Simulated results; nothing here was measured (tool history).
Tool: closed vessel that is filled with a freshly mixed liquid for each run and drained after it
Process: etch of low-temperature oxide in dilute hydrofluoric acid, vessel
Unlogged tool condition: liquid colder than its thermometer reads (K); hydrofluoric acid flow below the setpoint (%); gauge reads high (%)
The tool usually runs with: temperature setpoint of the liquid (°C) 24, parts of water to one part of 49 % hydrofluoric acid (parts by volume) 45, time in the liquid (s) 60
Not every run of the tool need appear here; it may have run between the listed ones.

| run | hour | temperature setpoint of the liquid (°C) | parts of water to one part of 49 % hydrofluoric acid (parts by volume) | time in the liquid (s) | wafers since the last listed run | hours since the thermometer was replaced | hours since the hydrofluoric acid flow meter was replaced | hours since the gauge calibration | read-back film thickness of the low-temperature oxide reference wafer, read on the same gauge (nm) | thickness taken off the low-temperature oxide on a monitor wafer (nm) |
|---|---|---|---|---|---|---|---|---|---|---|
| 1 | 0 | 24 | 45 | 60 | 0 | 517.7 | 349.3 | 136.2 | 140.02 | 26.42 |
| 2 | 17.7 | 24 | 45 | 60 | 2117 | 535.4 | 367 | 153.9 | 139.97 | 26.48 |
| 3 | 24.2 | 24 | 45 | 60 | 777 | 541.9 | 373.5 | 160.4 | 139.96 | 26.45 |
| 4 | 37 | 24 | 45 | 80 | 1531 | 554.7 | 386.3 | 173.2 | 140.05 | 35.34 |
| 5 | 64.1 | 24 | 45 | 80 | 3241 | 581.8 | 413.4 | 200.3 | 140.03 | 34.95 |
| 6 | 107.3 | 24 | 45 | 50 | 5167 | 625 | 456.6 | 243.5 | 140.04 | 21.96 |
|  | 109.9 | hydrofluoric acid flow meter replaced |
|  | 115.1 | gauge calibrated |
| 7 | 116.4 | 24 | 45 | 60 | 968 | 634.1 | 6.5 | 1.3 | 139.99 | 25.46 |
| 8 | 132.7 | 24 | 45 | 60 | 1949 | 650.4 | 22.8 | 17.6 | 140.05 | 25.28 |
| 9 | 139.3 | 24 | 45 | 60 | 789 | 657 | 29.4 | 24.2 | 140.01 | 25.24 |
| 10 | 154.3 | 24 | 55 | 60 | 1794 | 672 | 44.4 | 39.2 | 140.04 | 20.39 |
|  | 158.2 | thermometer replaced |
|  | 168.6 | hydrofluoric acid flow meter replaced, repeated, since the last time left the tool worse |
| 11 | 171 | 24 | 30 | 90 | 1758 | 12.8 | 2.4 | 55.9 | 140.01 | 62.11 |
| 12 | 184.6 | 24 | 50 | 90 | 1626 | 26.4 | 16 | 69.5 | 140.01 | 36.73 |
| 13 | 193.4 | 19 | 35 | 45 | 1052 | 35.2 | 24.8 | 78.3 | 139.99 | 21.58 |

Expected results for the next run?
| 14 | 203.5 | 19 | 60 | 60 | 1208 | 45.3 | 34.9 | 88.4 | ? | ? |

Run 14 measured read-back film thickness of the low-temperature oxide reference wafer, read on the same gauge (nm) 140.01, thickness taken off the low-temperature oxide on a monitor wafer (nm) 16.27.
With the hidden condition absent and the run-to-run variation left alone, this run would have shown thickness taken off the low-temperature oxide on a monitor wafer (nm) 16.44.

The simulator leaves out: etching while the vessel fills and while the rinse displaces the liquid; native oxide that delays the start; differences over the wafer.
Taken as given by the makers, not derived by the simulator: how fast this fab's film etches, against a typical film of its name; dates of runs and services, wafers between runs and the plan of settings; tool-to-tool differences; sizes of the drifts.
